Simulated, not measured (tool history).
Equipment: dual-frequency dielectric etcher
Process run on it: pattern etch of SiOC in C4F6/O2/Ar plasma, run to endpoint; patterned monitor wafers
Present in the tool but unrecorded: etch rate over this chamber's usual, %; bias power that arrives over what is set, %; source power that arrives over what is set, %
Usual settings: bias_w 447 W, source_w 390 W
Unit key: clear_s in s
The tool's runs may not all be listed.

run,day,bias_w,source_w,wafers since the last listed run,hours since the last wet clean,hours since the last bias power generator calibration,hours since the last source power generator calibration,hours since the last upper electrode change,"incoming incoming film thickness, nm",clear_s
1,0.000,447,390,0,177.7,2384.7,1635.9,3193.8,47.32,17.0
2,1.942,447,390,753,224.3,2431.3,1682.5,3240.4,48.13,17.4
3,2.542,447,330,232,238.7,2445.7,1696.9,3254.8,47.64,17.9
4,3.817,447,330,494,269.3,2476.3,1727.5,3285.4,47.68,18.0
5,4.467,385,390,252,284.9,2491.9,1743.1,3301.0,47.71,17.9
6,5.304,385,390,324,305.0,2512.0,1763.2,3321.1,47.69,17.8
7,6.238,447,420,362,327.4,2534.4,1785.6,3343.5,47.62,16.5
8,7.275,401,390,402,352.3,2559.3,1810.5,3368.4,47.33,17.4
9,8.325,401,390,407,377.5,2584.5,1835.7,3393.6,47.14,17.6
# day 9.121: source power generator calibrated
# day 9.258: bias power generator calibrated
10,9.808,447,390,457,413.1,13.2,16.5,3429.2,47.91,17.1
11,10.983,447,390,455,441.3,41.4,44.7,3457.4,47.37,16.4
12,11.767,447,390,303,460.1,60.2,63.5,3476.2,47.23,16.2
13,12.338,502,310,221,473.8,73.9,77.2,3489.9,47.91,17.2
14,13.642,479,330,505,505.1,105.2,108.5,3521.2,47.37,16.9
# day 15.608: wet clean of the chamber
15,15.629,375,430,383,0.5,152.9,156.2,3568.9,47.64,17.7
16,16.262,398,470,245,15.7,168.1,171.4,3584.1,47.36,16.5
17,16.950,403,470,266,32.2,184.6,187.9,3600.6,47.64,16.9
18,17.862,419,490,353,54.1,206.5,209.8,3622.5,47.39,16.2
19,21.646,479,330,1467,144.9,297.3,300.6,3713.3,48.05,17.5
20,23.029,515,450,536,178.1,330.5,333.8,3746.5,47.55,15.1
21,24.404,527,470,533,211.1,363.5,366.8,3779.5,47.59,14.7
22,25.875,537,290,570,246.4,398.8,402.1,3814.8,47.76,17.4
# day 27.117: upper electrode replaced
23,27.138,447,290,101,276.7,429.1,432.4,0.5,48.00,18.3
24,27.592,497,460,176,287.6,440.0,443.3,11.4,47.94,15.2
25,28.467,447,390,339,308.6,461.0,464.3,32.4,47.38,16.5
26,29.038,447,390,221,322.3,474.7,478.0,46.1,47.37,16.9
27,29.554,513,310,200,334.7,487.1,490.4,58.5,47.89,17.0
28,30.929,394,330,533,367.7,520.1,523.4,91.5,47.69,18.5
29,31.754,556,300,320,387.5,539.9,543.2,111.3,47.52,16.5
30,33.217,548,390,567,422.6,575.0,578.3,146.4,47.74,15.3
31,37.250,520,390,1564,519.4,671.8,675.1,243.2,47.52,15.4
32,38.212,346,340,373,542.5,694.9,698.2,266.3,47.23,19.0
33,38.954,401,390,287,560.3,712.7,716.0,284.1,47.79,17.2
34,40.033,447,390,418,586.2,738.6,741.9,310.0,47.92,16.5

Branching from run 34: 5 alternative next runs. What would each branch give?
A,40.050,447,390,6,586.6,739.0,742.3,310.4,47.23,?
B,40.050,537,490,6,586.6,739.0,742.3,310.4,47.23,?
C,40.050,545,310,6,586.6,739.0,742.3,310.4,47.23,?
D,40.050,379,340,6,586.6,739.0,742.3,310.4,47.23,?
E,40.050,348,470,6,586.6,739.0,742.3,310.4,47.23,?

run,clear_s
A,16.1
B,13.8
C,16.0
D,18.0
E,16.6
With the hidden condition removed and each run's random variation left untouched, the same runs would have given:
run,clear_s
A,17.1
B,14.6
C,17.0
D,19.2
E,17.7
